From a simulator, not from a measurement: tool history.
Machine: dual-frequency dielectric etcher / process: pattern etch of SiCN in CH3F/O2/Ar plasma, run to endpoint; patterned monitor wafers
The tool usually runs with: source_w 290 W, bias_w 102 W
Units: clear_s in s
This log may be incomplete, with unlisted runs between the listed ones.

run,hour,source_w,bias_w,wafers since the last listed run,hours since the last wet clean,hours since the last source power generator calibration,hours since the last bias power generator calibration,hours since the last upper electrode change,"incoming incoming film thickness, nm",clear_s
1,0,290,102,0,176.6,2568.4,2723.8,2758.9,6.74,16.4
2,19.1,290,102,287,195.7,2587.5,2742.9,2778,6.67,16
3,35.7,290,102,249,212.3,2604.1,2759.5,2794.6,6.69,16.1
4,69.6,290,85,510,246.2,2638,2793.4,2828.5,6.71,17.3
5,87.4,290,85,268,264,2655.8,2811.2,2846.3,6.76,17.6
6,121.7,290,85,516,298.3,2690.1,2845.5,2880.6,6.72,17.3
7,149.5,290,102,418,326.1,2717.9,2873.3,2908.4,6.71,16.2
8,163.3,290,102,207,339.9,2731.7,2887.1,2922.2,6.67,16
9,179.7,290,102,246,356.3,2748.1,2903.5,2938.6,6.64,16
10,199.2,290,102,293,375.8,2767.6,2923,2958.1,6.72,16.1
11,211.7,290,111,188,388.3,2780.1,2935.5,2970.6,6.72,15.6
12,232.7,290,111,316,409.3,2801.1,2956.5,2991.6,6.74,15.6
13,265.4,250,92,492,442,2833.8,2989.2,3024.3,6.65,16.9
14,282.4,260,88,256,459,2850.8,3006.2,3041.3,6.7,17.3
# hour 305.6: source power generator calibrated
# hour 336.7: upper electrode replaced
# hour 351.3: wet clean of the chamber
15,351.8,310,102,402,0.5,46.2,3075.6,15.1,6.71,16.2
16,352.2,230,81,6,0.9,46.6,3076,15.5,6.7,18.7
17,352.5,290,102,4,1.2,46.9,3076.3,15.8,6.65,16.4
18,383.1,290,102,460,31.8,77.5,3106.9,46.4,6.72,16.3
# hour 404: bias power generator calibrated
19,414.2,290,102,408,62.9,108.6,10.2,77.5,6.71,16.5
20,436.3,290,102,332,85,130.7,32.3,99.6,6.63,16.2
21,464.7,260,102,427,113.4,159.1,60.7,128,6.69,16.4
22,496.4,330,114,477,145.1,190.8,92.4,159.7,6.73,15.1
23,530.1,340,79,507,178.8,224.5,126.1,193.4,6.7,17.1
24,544.6,330,102,218,193.3,239,140.6,207.9,6.72,15.6
25,561.3,290,113,251,210,255.7,157.3,224.6,6.82,15.7

Hidden state, per run?
source power that arrives over what is set, %: 0 in every run
bias power that arrives over what is set, %: 0 in every run
H1: etch rate over this chamber's usual, %
run,H1
1,0.903
2,1.1
3,1.28
4,1.64
5,1.82
6,2.18
7,2.48
8,2.62
9,2.8
10,3
11,3.13
12,3.35
13,3.7
14,3.88
15,0.5
16,0.504
17,0.507
18,0.83
19,1.16
20,1.39
21,1.69
22,2.02
23,2.38
24,2.53
25,2.71
